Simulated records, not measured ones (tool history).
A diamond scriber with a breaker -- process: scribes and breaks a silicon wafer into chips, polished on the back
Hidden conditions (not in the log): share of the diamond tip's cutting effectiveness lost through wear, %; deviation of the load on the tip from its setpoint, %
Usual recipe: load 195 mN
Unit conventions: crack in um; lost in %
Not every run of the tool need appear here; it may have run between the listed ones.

| run | hour | load | wafers since the last listed run | hours since the diamond tip was replaced | hours since the load on the tip was calibrated | incoming depth of the damage left on the back of the incoming wafer, um | crack | lost |
|---|---|---|---|---|---|---|---|---|
| 1 | 0.0 | 169 | 0 | 119.9 | 825.3 | 0.01 | 5.56 | 3.35 |
| 2 | 24.6 | 195 | 83 | 144.5 | 849.9 | 0.03 | 6.00 | 1.36 |
| 3 | 61.3 | 195 | 124 | 181.2 | 886.6 | 0.02 | 6.07 | 1.72 |
| 4 | 114.5 | 195 | 180 | 234.4 | 939.8 | 0.04 | 6.08 | 1.96 |
| 5 | 150.2 | 195 | 121 | 270.1 | 975.5 | 0.05 | 5.96 | 2.49 |
| 6 | 198.7 | 235 | 164 | 318.6 | 1024.0 | 0.05 | 6.56 | 0.80 |
| 7 | 227.3 | 235 | 96 | 347.2 | 1052.6 | 0.05 | 6.47 | 0.83 |
| 8 | 270.2 | 235 | 145 | 390.1 | 1095.5 | 0.04 | 6.43 | 1.02 |
| 9 | 303.5 | 217 | 112 | 423.4 | 1128.8 | 0.03 | 6.04 | 2.12 |
|  | 332.9 | diamond tip replaced by a new one |
| 10 | 507.4 | 250 | 684 | 174.5 | 1332.7 | 0.02 | 7.13 | 1.69 |
| 11 | 576.6 | 195 | 234 | 243.7 | 1401.9 | 0.02 | 6.00 | 2.12 |

Run 12 comes next. What will it give?
| 12 | 607.6 | 164 | 105 | 274.7 | 1432.9 | 0.05 | ? | ? |

{"run 12": {"crack": 5.31, "lost": 7.24}}
If the tool had no hidden condition, the same run with the same run-to-run variation would have returned crack 5.93 um, lost 2.48 %.

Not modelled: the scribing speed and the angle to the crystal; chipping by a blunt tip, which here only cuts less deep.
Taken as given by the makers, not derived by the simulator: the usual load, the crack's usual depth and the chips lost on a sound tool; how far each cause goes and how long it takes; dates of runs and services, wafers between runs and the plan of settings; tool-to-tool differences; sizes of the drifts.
